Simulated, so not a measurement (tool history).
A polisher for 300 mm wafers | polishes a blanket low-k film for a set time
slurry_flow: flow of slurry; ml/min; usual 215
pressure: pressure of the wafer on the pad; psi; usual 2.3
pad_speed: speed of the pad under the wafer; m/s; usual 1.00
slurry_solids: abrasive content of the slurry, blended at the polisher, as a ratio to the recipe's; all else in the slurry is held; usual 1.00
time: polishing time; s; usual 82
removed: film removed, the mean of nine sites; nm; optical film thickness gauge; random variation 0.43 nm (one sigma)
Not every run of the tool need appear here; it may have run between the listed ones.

run,hour,slurry_flow,pressure,pad_speed,slurry_solids,time,"incoming thickness of the incoming film, nm",removed
1,0.0,215,2.3,1.00,1.00,71,572.1,33.3
# hour 14.6: slurry nozzle cleaned
2,30.1,215,2.3,1.00,1.00,71,587.1,33.2
# hour 47.9: slurry blender recalibrated
# hour 54.6: head pressure recalibrated
3,55.1,215,1.7,1.00,1.00,82,569.9,28.8
4,81.3,215,2.3,1.24,1.00,82,580.1,45.5
# hour 99.1: worn pad replaced by a new one
5,115.4,145,2.0,0.78,1.00,101,573.4,35.9
6,170.0,215,2.3,1.00,1.15,82,569.7,43.2
7,239.5,160,2.3,1.00,1.15,82,578.4,41.2
8,292.3,215,2.3,1.00,1.00,82,579.2,39.1
# hour 324.4: slurry nozzle cleaned
9,329.4,215,1.5,1.00,1.00,96,577.4,30.5
# hour 364.1: slurry blender recalibrated
10,377.2,215,2.3,1.00,1.00,82,580.7,37.9
# hour 414.6: conditioning disc replaced and pad reconditioned
11,420.6,215,1.6,1.28,1.20,99,579.1,43.0
12,478.2,250,2.9,1.22,1.00,90,587.8,63.1
# hour 502.6: worn pad replaced by a new one
13,523.8,215,2.8,0.82,0.85,82,578.3,38.9
14,563.5,180,2.3,1.00,1.00,82,580.7,39.9
# hour 606.4: head pressure recalibrated
15,624.8,180,2.8,0.76,1.00,93,578.0,42.4
16,660.7,215,2.3,1.00,1.00,82,571.7,38.7
# hour 678.9: slurry blender recalibrated
# hour 707.7: slurry nozzle cleaned
17,726.1,215,2.3,0.86,1.00,82,579.5,34.3
18,781.6,215,2.9,1.00,1.00,98,586.5,57.1
19,814.3,190,1.8,0.66,0.90,82,584.3,20.9
20,853.9,155,2.0,1.00,1.00,82,581.1,32.4
# hour 869.4: conditioning disc replaced and pad reconditioned
# hour 879.5: worn pad replaced by a new one
21,919.8,215,2.3,1.00,1.00,82,583.4,40.7
22,965.2,215,2.3,1.00,1.00,74,582.2,35.6
# hour 990.4: slurry blender recalibrated
23,1027.6,185,2.7,1.00,0.90,59,578.6,30.7
# hour 1044.9: slurry nozzle cleaned
24,1082.0,215,2.3,1.00,1.00,82,581.6,38.6

5 ways to go on from here, each from the tool as it stands after run 24. What would each give?
A,1082.4,215,2.3,1.00,1.00,82,578.3,?
B,1082.4,215,2.3,0.66,0.90,82,578.3,?
C,1082.4,195,2.3,1.00,1.00,82,578.3,?
D,1082.4,215,2.7,1.00,1.25,82,578.3,?
E,1082.4,155,2.9,1.32,1.00,57,578.3,?

run,removed
A,39.0
B,26.7
C,38.7
D,49.9
E,41.3
With no hidden state in the tool, these same runs would have given:
run,removed
A,42.4
B,29.0
C,42.1
D,54.2
E,44.8
